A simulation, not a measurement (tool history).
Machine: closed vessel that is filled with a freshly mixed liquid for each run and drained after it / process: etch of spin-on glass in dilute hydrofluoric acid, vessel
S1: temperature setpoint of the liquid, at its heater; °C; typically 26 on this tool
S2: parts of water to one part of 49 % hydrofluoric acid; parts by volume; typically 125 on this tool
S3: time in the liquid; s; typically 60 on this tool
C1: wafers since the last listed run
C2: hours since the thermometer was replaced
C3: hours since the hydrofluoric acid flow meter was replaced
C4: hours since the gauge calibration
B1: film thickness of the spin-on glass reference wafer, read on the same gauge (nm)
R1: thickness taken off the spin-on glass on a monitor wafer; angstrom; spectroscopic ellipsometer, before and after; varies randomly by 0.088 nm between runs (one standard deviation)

| run | hour | S1 | S2 | S3 | C1 | C2 | C3 | C4 | B1 | R1 |
|---|---|---|---|---|---|---|---|---|---|---|
| 1 | 0 | 26 | 85 | 60 | 0 | 2494.1 | 1727.6 | 67.9 | 119.99 | 263 |
| 2 | 37.9 | 26 | 125 | 60 | 4921 | 2532 | 1765.5 | 105.8 | 119.97 | 169.4 |
| 3 | 55.6 | 26 | 125 | 60 | 2298 | 2549.7 | 1783.2 | 123.5 | 119.98 | 169.4 |
| 4 | 69.4 | 27.5 | 165 | 60 | 1792 | 2563.5 | 1797 | 137.3 | 119.95 | 129.9 |
| 5 | 77.2 | 27.5 | 165 | 60 | 1012 | 2571.3 | 1804.8 | 145.1 | 119.99 | 129.3 |
| 6 | 92.7 | 26 | 125 | 60 | 2012 | 2586.8 | 1820.3 | 160.6 | 119.95 | 170.5 |
| 7 | 103 | 26 | 125 | 60 | 1337 | 2597.1 | 1830.6 | 170.9 | 119.98 | 169.4 |
| 8 | 118.2 | 26 | 125 | 60 | 1973 | 2612.3 | 1845.8 | 186.1 | 120 | 167.6 |
| 9 | 127.9 | 26 | 125 | 60 | 1259 | 2622 | 1855.5 | 195.8 | 119.99 | 170.7 |
| 10 | 139.1 | 26 | 125 | 60 | 1454 | 2633.2 | 1866.7 | 207 | 120 | 169.1 |
| 11 | 153.9 | 27.5 | 125 | 60 | 1921 | 2648 | 1881.5 | 221.8 | 119.98 | 181.1 |
| 12 | 170.4 | 26 | 155 | 60 | 2142 | 2664.5 | 1898 | 238.3 | 120 | 132.5 |
|  | 174.8 | gauge calibrated |
|  | 179.1 | thermometer replaced |
| 13 | 185.6 | 26 | 155 | 60 | 1844 | 6.5 | 1913.2 | 10.8 | 120 | 132.4 |
| 14 | 191.8 | 26 | 155 | 60 | 805 | 12.7 | 1919.4 | 17 | 120 | 131.8 |
| 15 | 200.6 | 26 | 125 | 60 | 1142 | 21.5 | 1928.2 | 25.8 | 119.99 | 168.8 |
| 16 | 207.2 | 26 | 125 | 60 | 857 | 28.1 | 1934.8 | 32.4 | 120.01 | 171.8 |
| 17 | 213.7 | 26 | 125 | 60 | 844 | 34.6 | 1941.3 | 38.9 | 120.01 | 171 |
| 18 | 222.7 | 26 | 155 | 60 | 1168 | 43.6 | 1950.3 | 47.9 | 120 | 133.5 |
| 19 | 230.8 | 26 | 125 | 60 | 1051 | 51.7 | 1958.4 | 56 | 119.99 | 170.3 |
|  | 233.1 | hydrofluoric acid flow meter replaced |
| 20 | 241.4 | 26 | 125 | 60 | 1246 | 62.3 | 8.3 | 66.6 | 120 | 148.7 |
| 21 | 257.5 | 26 | 125 | 60 | 2090 | 78.4 | 24.4 | 82.7 | 120.03 | 149.7 |
| 22 | 269.7 | 28.5 | 125 | 60 | 1584 | 90.6 | 36.6 | 94.9 | 120.03 | 162.3 |
| 23 | 277.2 | 26 | 85 | 75 | 973 | 98.1 | 44.1 | 102.4 | 120 | 289.4 |
| 24 | 290.8 | 24.5 | 175 | 50 | 1766 | 111.7 | 57.7 | 116 | 120.03 | 78.9 |
| 25 | 303.3 | 26 | 125 | 35 | 1623 | 124.2 | 70.2 | 128.5 | 119.99 | 86.9 |
| 26 | 311.3 | 26 | 125 | 45 | 1038 | 132.2 | 78.2 | 136.5 | 120.01 | 111.7 |
| 27 | 323.4 | 26 | 125 | 30 | 1571 | 144.3 | 90.3 | 148.6 | 120 | 75.1 |
| 28 | 330.3 | 26 | 125 | 60 | 896 | 151.2 | 97.2 | 155.5 | 119.99 | 150.9 |
| 29 | 340.9 | 27.5 | 105 | 45 | 1376 | 161.8 | 107.8 | 166.1 | 120.03 | 145.8 |
| 30 | 357.9 | 26 | 125 | 80 | 2207 | 178.8 | 124.8 | 183.1 | 120.01 | 200.3 |
|  | 358.5 | gauge calibrated |
| 31 | 365.2 | 26 | 125 | 50 | 947 | 186.1 | 132.1 | 6.7 | 120.02 | 126.1 |
| 32 | 390.8 | 29 | 125 | 85 | 3324 | 211.7 | 157.7 | 32.3 | 119.99 | 237.3 |
| 33 | 406.4 | 26 | 125 | 60 | 2025 | 227.3 | 173.3 | 47.9 | 120.03 | 150.1 |

Predict each of these 4 candidate next runs independently; none follows another, all start after run 33:
| A | 407.1 | 26 | 125 | 60 | 90 | 228 | 174 | 48.6 | ? | ? |
| B | 407.1 | 23.5 | 125 | 60 | 90 | 228 | 174 | 48.6 | ? | ? |
| C | 407.1 | 29 | 185 | 60 | 90 | 228 | 174 | 48.6 | ? | ? |
| D | 407.1 | 26 | 70 | 60 | 90 | 228 | 174 | 48.6 | ? | ? |

| run | B1 | R1 |
|---|---|---|
| A | 119.96 | 151.3 |
| B | 119.96 | 137.4 |
| C | 119.96 | 106.2 |
| D | 119.96 | 289.9 |
The same runs, with their run-to-run variation unchanged, on a tool lacking any hidden condition would have given:
| run | R1 |
|---|---|
| A | 148.4 |
| B | 134.8 |
| C | 104 |
| D | 284.6 |

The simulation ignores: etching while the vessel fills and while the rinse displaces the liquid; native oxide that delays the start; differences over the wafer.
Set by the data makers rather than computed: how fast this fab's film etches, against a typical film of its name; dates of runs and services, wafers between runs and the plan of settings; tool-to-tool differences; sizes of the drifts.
